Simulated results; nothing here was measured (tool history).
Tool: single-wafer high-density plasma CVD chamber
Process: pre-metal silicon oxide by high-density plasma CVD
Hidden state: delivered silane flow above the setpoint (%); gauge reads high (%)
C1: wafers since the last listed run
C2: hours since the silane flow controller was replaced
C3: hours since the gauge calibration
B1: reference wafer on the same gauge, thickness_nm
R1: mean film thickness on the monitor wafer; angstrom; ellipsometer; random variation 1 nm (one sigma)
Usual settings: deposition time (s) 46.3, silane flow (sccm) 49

Run 1, hour 0.0: usual settings; C1 0; C2 2012.6; C3 600.6; B1 228.040. Result: R1 2412.93 angstrom.
Run 2, hour 31.5: usual settings; C1 479; C2 2044.1; C3 632.1; B1 227.756. Result: R1 2426.35 angstrom.
Run 3, hour 66.7: usual settings; C1 535; C2 2079.3; C3 667.3; B1 227.892. Result: R1 2434.88 angstrom.
Run 4, hour 91.6: usual settings; C1 378; C2 2104.2; C3 692.2; B1 227.885. Result: R1 2411.15 angstrom.
Run 5, hour 103.7: usual settings; C1 184; C2 2116.3; C3 704.3; B1 227.646. Result: R1 2423.41 angstrom.
Run 6, hour 134.8: usual settings; C1 473; C2 2147.4; C3 735.4; B1 227.715. Result: R1 2445.37 angstrom.
Run 7, hour 172.8: usual settings but silane flow (sccm) 55; C1 577; C2 2185.4; C3 773.4; B1 228.444. Result: R1 2738.94 angstrom.
Run 8, hour 207.6: usual settings but silane flow (sccm) 55; C1 529; C2 2220.2; C3 808.2; B1 227.816. Result: R1 2734.04 angstrom.
Run 9, hour 256.5: usual settings; C1 743; C2 2269.1; C3 857.1; B1 227.892. Result: R1 2420.25 angstrom.
Run 10, hour 272.2: usual settings; C1 238; C2 2284.8; C3 872.8; B1 227.746. Result: R1 2426.36 angstrom.
Run 11, hour 293.5: usual settings; C1 323; C2 2306.1; C3 894.1; B1 227.979. Result: R1 2436.24 angstrom.
Run 12, hour 391.6: usual settings but deposition time (s) 44.1; C1 1492; C2 2404.2; C3 992.2; B1 227.770. Result: R1 2318.40 angstrom.
Run 13, hour 413.9: usual settings but deposition time (s) 44.1; C1 339; C2 2426.5; C3 1014.5; B1 227.924. Result: R1 2338.96 angstrom.
Run 14, hour 476.4: usual settings but deposition time (s) 44.1; C1 950; C2 2489.0; C3 1077.0; B1 228.069. Result: R1 2324.66 angstrom.
Run 15, hour 562.1: usual settings; C1 1303; C2 2574.7; C3 1162.7; B1 228.581. Result: R1 2439.16 angstrom.
Run 16, hour 589.9: usual settings; C1 422; C2 2602.5; C3 1190.5; B1 227.810. Result: R1 2437.86 angstrom.
Run 17, hour 625.7: usual settings; C1 544; C2 2638.3; C3 1226.3; B1 227.936. Result: R1 2450.85 angstrom.
Run 18, hour 642.8: usual settings; C1 260; C2 2655.4; C3 1243.4; B1 227.637. Result: R1 2452.98 angstrom.
At hour 646.2: gauge calibrated.
Run 19, hour 671.6: usual settings; C1 438; C2 2684.2; C3 25.4; B1 228.116. Result: R1 2423.37 angstrom.
Run 20, hour 690.0: usual settings; C1 279; C2 2702.6; C3 43.8; B1 227.887. Result: R1 2448.21 angstrom.
Run 21, hour 713.0: usual settings; C1 349; C2 2725.6; C3 66.8; B1 227.768. Result: R1 2449.29 angstrom.
Run 22, hour 728.5: usual settings but silane flow (sccm) 56; C1 235; C2 2741.1; C3 82.3; B1 227.796. Result: R1 2757.41 angstrom.
Run 23, hour 758.0: usual settings but silane flow (sccm) 54; C1 448; C2 2770.6; C3 111.8; B1 228.073. Result: R1 2719.99 angstrom.
Run 24, hour 775.5: usual settings; C1 266; C2 2788.1; C3 129.3; B1 227.914. Result: R1 2428.57 angstrom.
Run 25, hour 803.4: usual settings but silane flow (sccm) 44; C1 424; C2 2816.0; C3 157.2; B1 227.817. Result: R1 2215.72 angstrom.
Run 26, hour 817.6: usual settings but silane flow (sccm) 42; C1 215; C2 2830.2; C3 171.4; B1 228.131. Result: R1 2074.66 angstrom.
Run 27, hour 834.0: usual settings but silane flow (sccm) 57; C1 249; C2 2846.6; C3 187.8; B1 228.139. Result: R1 2808.11 angstrom.
Run 28, hour 847.4: usual settings but silane flow (sccm) 56; C1 203; C2 2860.0; C3 201.2; B1 227.933. Result: R1 2806.58 angstrom.
Run 29, hour 913.8: usual settings but silane flow (sccm) 53; C1 1009; C2 2926.4; C3 267.6; B1 228.232. Result: R1 2647.35 angstrom.
Run 30, hour 1019.0: usual settings but deposition time (s) 51.5, silane flow (sccm) 45; C1 1600; C2 3031.6; C3 372.8; B1 227.994. Result: R1 2500.05 angstrom.
Run 31, hour 1052.4: usual settings; C1 508; C2 3065.0; C3 406.2; B1 228.514. Result: R1 2434.28 angstrom.
Run 32, hour 1070.2: usual settings but deposition time (s) 37.3; C1 270; C2 3082.8; C3 424.0; B1 227.987. Result: R1 1962.26 angstrom.
Run 33, hour 1082.8: usual settings; C1 191; C2 3095.4; C3 436.6; B1 227.771. Result: R1 2441.09 angstrom.
At hour 1091.7: silane flow controller replaced.
Run 34, hour 1106.5: usual settings but deposition time (s) 49.3; C1 238; C2 14.8; C3 460.3; B1 227.587. Result: R1 2420.12 angstrom.
Run 35, hour 1139.0: usual settings but silane flow (sccm) 55; C1 494; C2 47.3; C3 492.8; B1 228.031. Result: R1 2574.29 angstrom.
Run 36, hour 1164.1: usual settings; C1 381; C2 72.4; C3 517.9; B1 228.432. Result: R1 2313.33 angstrom.
Run 37, hour 1179.8: usual settings but deposition time (s) 39.4, silane flow (sccm) 40; C1 238; C2 88.1; C3 533.6; B1 227.968. Result: R1 1597.38 angstrom.
Run 38, hour 1215.6: usual settings but deposition time (s) 37.9, silane flow (sccm) 41; C1 544; C2 123.9; C3 569.4; B1 227.791. Result: R1 1579.56 angstrom.
Run 39, hour 1239.9: usual settings but deposition time (s) 38.9, silane flow (sccm) 53; C1 369; C2 148.2; C3 593.7; B1 227.662. Result: R1 2105.64 angstrom.
Run 40, hour 1271.5: usual settings but deposition time (s) 38.3, silane flow (sccm) 43; C1 480; C2 179.8; C3 625.3; B1 227.477. Result: R1 1675.50 angstrom.
Run 41, hour 1294.8: usual settings but deposition time (s) 41.0, silane flow (sccm) 41; C1 354; C2 203.1; C3 648.6; B1 228.001. Result: R1 1719.57 angstrom.
Run 42, hour 1314.7: usual settings but deposition time (s) 49.5; C1 302; C2 223.0; C3 668.5; B1 227.633. Result: R1 2464.89 angstrom.
Run 43, hour 1330.9: usual settings but deposition time (s) 54.2, silane flow (sccm) 42; C1 246; C2 239.2; C3 684.7; B1 227.537. Result: R1 2313.21 angstrom.
Run 44, hour 1426.1: usual settings but silane flow (sccm) 45; C1 1447; C2 334.4; C3 779.9; B1 228.082. Result: R1 2123.07 angstrom.

The same runs without the tool's hidden state, with the same run-to-run variation:
run       R1
  1  2284.69
  2  2296.75
  3  2304.11
  4  2281.18
  5  2292.55
  6  2312.73
  7  2589.59
  8  2584.27
  9  2286.84
 10  2292.36
 11  2301.34
 12  2188.58
 13  2207.67
 14  2193.33
 15  2300.21
 16  2298.65
 17  2310.45
 18  2312.25
 19  2284.00
 20  2307.20
 21  2307.95
 22  2598.10
 23  2562.48
 24  2287.74
 25  2086.97
 26  1953.98
 27  2644.59
 28  2642.99
 29  2492.33
 30  2352.69
 31  2290.52
 32  1846.26
 33  2296.68
 34  2430.60
 35  2580.97
 36  2316.32
 37  1598.17
 38  1577.53
 39  2100.46
 40  1668.89
 41  1710.95
 42  2450.34
 43  2297.90
 44  2100.57
